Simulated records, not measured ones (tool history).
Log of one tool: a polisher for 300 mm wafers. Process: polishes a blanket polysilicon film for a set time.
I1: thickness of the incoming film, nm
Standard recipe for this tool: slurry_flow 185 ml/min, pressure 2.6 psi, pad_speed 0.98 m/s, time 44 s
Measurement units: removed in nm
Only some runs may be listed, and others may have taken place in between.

Run 1, hour 0.0: usual settings but pad_speed 1.16 m/s; I1 1078.4. Result: removed 400.8 nm.
Run 2, hour 37.7: usual settings but pad_speed 1.16 m/s; I1 1068.5. Result: removed 398.6 nm.
Run 3, hour 106.8: usual settings but pad_speed 1.16 m/s; I1 1069.0. Result: removed 394.1 nm.
Run 4, hour 161.6: usual settings but slurry_flow 135 ml/min; I1 1065.9. Result: removed 313.8 nm.
Run 5, hour 447.4: usual settings but slurry_flow 220 ml/min; I1 1068.4. Result: removed 353.5 nm.
Run 6, hour 543.6: usual settings; I1 1079.5. Result: removed 339.0 nm.
Run 7, hour 630.3: usual settings; I1 1064.2. Result: removed 326.9 nm.
Run 8, hour 687.5: usual settings; I1 1057.2. Result: removed 337.2 nm.
Run 9, hour 728.3: usual settings; I1 1053.7. Result: removed 331.7 nm.
Run 10, hour 800.3: usual settings; I1 1065.5. Result: removed 330.8 nm.
Run 11, hour 879.2: usual settings but slurry_flow 225 ml/min, time 37 s; I1 1086.5. Result: removed 284.8 nm.
Run 12, hour 948.0: usual settings; I1 1081.3. Result: removed 339.4 nm.
Run 13, hour 984.2: usual settings; I1 1066.7. Result: removed 348.1 nm.
Run 14, hour 1084.4: usual settings; I1 1079.7. Result: removed 340.0 nm.
Run 15, hour 1214.8: usual settings but slurry_flow 205 ml/min; I1 1071.4. Result: removed 350.1 nm.
Run 16, hour 1319.5: usual settings but slurry_flow 205 ml/min; I1 1051.2. Result: removed 342.3 nm.
Run 17, hour 1372.9: usual settings but slurry_flow 205 ml/min; I1 1075.4. Result: removed 344.1 nm.
Run 18, hour 1469.4: usual settings but slurry_flow 165 ml/min; I1 1059.1. Result: removed 325.9 nm.
Run 19, hour 1522.6: usual settings; I1 1064.3. Result: removed 326.9 nm.
Run 20, hour 1618.2: usual settings but pressure 3.1 psi; I1 1071.3. Result: removed 362.6 nm.
Run 21, hour 1704.4: usual settings; I1 1070.2. Result: removed 339.0 nm.
Run 22, hour 1808.8: usual settings but slurry_flow 215 ml/min, pad_speed 1.08 m/s, time 37 s; I1 1083.1. Result: removed 318.7 nm.
Run 23, hour 1870.9: usual settings; I1 1072.6. Result: removed 339.4 nm.
Run 24, hour 1960.1: usual settings but pad_speed 1.20 m/s, time 56 s; I1 1068.3. Result: removed 529.0 nm.
Run 25, hour 2022.2: usual settings but slurry_flow 140 ml/min, pressure 1.9 psi, time 32 s; I1 1091.6. Result: removed 197.0 nm.
Run 26, hour 2065.7: usual settings but slurry_flow 155 ml/min, pressure 1.7 psi, time 32 s; I1 1060.0. Result: removed 188.0 nm.
Run 27, hour 2103.7: usual settings; I1 1082.7. Result: removed 337.2 nm.
Run 28, hour 2152.1: usual settings; I1 1065.0. Result: removed 336.7 nm.
Run 29, hour 2207.9: usual settings; I1 1076.7. Result: removed 330.4 nm.
Run 30, hour 2280.6: usual settings but slurry_flow 205 ml/min, pressure 3.4 psi, pad_speed 1.16 m/s, time 53 s; I1 1055.8. Result: removed 560.2 nm.
Run 31, hour 2352.9: usual settings but pad_speed 1.30 m/s, time 36 s; I1 1073.2. Result: removed 353.6 nm.
Run 32, hour 2433.5: usual settings but slurry_flow 145 ml/min, pressure 3.1 psi, pad_speed 1.06 m/s, time 53 s; I1 1067.8. Result: removed 487.5 nm.
Run 33, hour 2527.4: usual settings but slurry_flow 165 ml/min, pressure 3.5 psi, time 39 s; I1 1081.4. Result: removed 359.9 nm.
Run 34, hour 2583.8: usual settings but slurry_flow 230 ml/min, pressure 2.1 psi; I1 1068.3. Result: removed 306.0 nm.
Run 35, hour 2671.0: usual settings but slurry_flow 240 ml/min, pressure 3.4 psi, pad_speed 0.74 m/s, time 56 s; I1 1091.7. Result: removed 402.3 nm.
Run 36, hour 2737.4: usual settings but slurry_flow 160 ml/min, pad_speed 0.82 m/s; I1 1062.1. Result: removed 281.0 nm.
Run 37, hour 3004.4: usual settings; I1 1066.9. Result: removed 334.3 nm.
Run 38, hour 3077.5: usual settings but slurry_flow 145 ml/min, pressure 2.4 psi, time 56 s; I1 1066.4. Result: removed 407.4 nm.

Put back what was entered between runs (14 entries, withheld): which listed runs does each sit between, and how does the hidden state differ from the listed run before to the listed run after?
Runs 4 to 5: head pressure recalibrated (hour 195.3); worn pad replaced by a new one (hour 233.8); slurry nozzle cleaned (hour 317.9)
  slurry flow missing at the pad, %: 31.9 -> 13.4
  measured minus no-state result, removed: -16.5 -> -4.8 nm
Runs 11 to 12: worn pad replaced by a new one (hour 904.6); slurry nozzle cleaned (hour 924.6)
  slurry flow missing at the pad, %: 38.7 -> 3.07
  measured minus no-state result, removed: -13.8 -> -1.1 nm
Runs 14 to 15: head pressure recalibrated (hour 1195.1)
  slurry flow missing at the pad, %: 11 -> 18.7
  measured minus no-state result, removed: -4.2 -> -7.3 nm
Runs 19 to 20: worn pad replaced by a new one (hour 1558.8)
  slurry flow missing at the pad, %: 36.7 -> 42.3
  measured minus no-state result, removed: -16.9 -> -22.9 nm
Runs 20 to 21: slurry nozzle cleaned (hour 1645.4)
  slurry flow missing at the pad, %: 42.3 -> 3.56
  measured minus no-state result, removed: -22.9 -> -1.3 nm
Runs 24 to 25: head pressure recalibrated (hour 1993.2)
  slurry flow missing at the pad, %: 18.5 -> 22.2
  measured minus no-state result, removed: -11.7 -> -6.5 nm
Runs 27 to 28: worn pad replaced by a new one (hour 2123.1)
  slurry flow missing at the pad, %: 26.9 -> 29.8
  measured minus no-state result, removed: -11.7 -> -13.2 nm
Runs 31 to 32: slurry nozzle cleaned (hour 2383.6)
  slurry flow missing at the pad, %: 41.5 -> 6.55
  measured minus no-state result, removed: -21.8 -> -4.0 nm
Runs 35 to 36: worn pad replaced by a new one (hour 2736.9)
  slurry flow missing at the pad, %: 20.5 -> 24.3
  measured minus no-state result, removed: -8.3 -> -9.5 nm
Runs 37 to 38: slurry nozzle cleaned (hour 3064.8); head pressure recalibrated (hour 3068.2)
  slurry flow missing at the pad, %: 40 -> 6.49
  measured minus no-state result, removed: -19.5 -> -3.3 nm
